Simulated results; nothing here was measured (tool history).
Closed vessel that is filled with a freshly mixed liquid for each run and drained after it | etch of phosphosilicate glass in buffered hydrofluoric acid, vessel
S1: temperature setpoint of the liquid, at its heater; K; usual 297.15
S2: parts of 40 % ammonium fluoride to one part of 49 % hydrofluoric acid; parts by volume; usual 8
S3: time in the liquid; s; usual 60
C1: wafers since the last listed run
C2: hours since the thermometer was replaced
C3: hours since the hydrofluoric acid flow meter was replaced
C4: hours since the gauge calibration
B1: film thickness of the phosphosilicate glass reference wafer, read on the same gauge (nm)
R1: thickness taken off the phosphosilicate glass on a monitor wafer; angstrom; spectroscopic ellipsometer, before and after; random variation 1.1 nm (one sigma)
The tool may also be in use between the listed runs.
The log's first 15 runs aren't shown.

run      day      S1   S2  S3     C1      C2      C3      C4     B1      R1
 16   51.742  297.15    8  60   6575   906.6  1186.6     658     70  3328.8
 17   55.288  292.65  9.5  45  12086   991.7  1271.7   743.1  70.01  1636.2
 18   58.262  297.15    8  60  10140  1063.1  1343.1   814.5  70.03  3340.4
      61.788  -- thermometer replaced
 19    61.95  297.15    8  50  12427     3.9  1431.6     903  70.02    2804
 20   64.379  297.15    8  30   8280    62.2  1489.9   961.3     70  1685.8
 21   67.658  295.65    6  60  11177   140.9  1568.6    1040  69.99  4053.1
 22   70.008  297.15    8  60   8010   197.3    1625  1096.4  69.98    3385
      70.988  -- hydrofluoric acid flow meter replaced
 23   72.271  293.15  6.5  35   7570   251.6    30.8  1150.7  70.03  1871.4
 24   74.417  297.15    8  60   7314   303.1    82.3  1202.2     70  3268.4
 25   77.796  295.65   11  90  11518   384.2   163.4  1283.3  70.01  3387.3
 26   79.579  295.65    8  45   6078     427   206.2  1326.1  69.98  2250.4
 27    83.45  297.15    8  60  13194   519.9   299.1    1419  70.01  3289.2
 28   86.112  297.15    8  60   9075   583.8     363  1482.9  69.99    3264
 29   90.046  297.15    8  60  13407   678.2   457.4  1577.3     70  3292.6
 30   94.158  297.15  6.5  60  14018   776.9   556.1    1676  70.04  4069.7
 31   97.433  297.15   10  45  11163   855.5   634.7  1754.6  70.01  2016.2
 32  100.562  302.15    7  90  10666   930.6   709.8  1829.7  70.02  7472.2
 33  104.492  297.15    6  80  13393  1024.9   804.1    1924  70.01  5812.1

Forecast each of these 3 alternatives for the next run:
  A  104.521  297.15     8  90  99  1025.6  804.8  1924.7   ?   ?
  B  104.521  300.65  10.5  35  99  1025.6  804.8  1924.7   ?   ?
  C  104.521  301.15     8  95  99  1025.6  804.8  1924.7   ?   ?

run     B1      R1
  A  69.99  5015.9
  B  69.99  1845.9
  C  69.99  6564.7
Without the tool's hidden state the same runs would have given:
run      R1
  A  4897.3
  B  1806.5
  C  6409.6
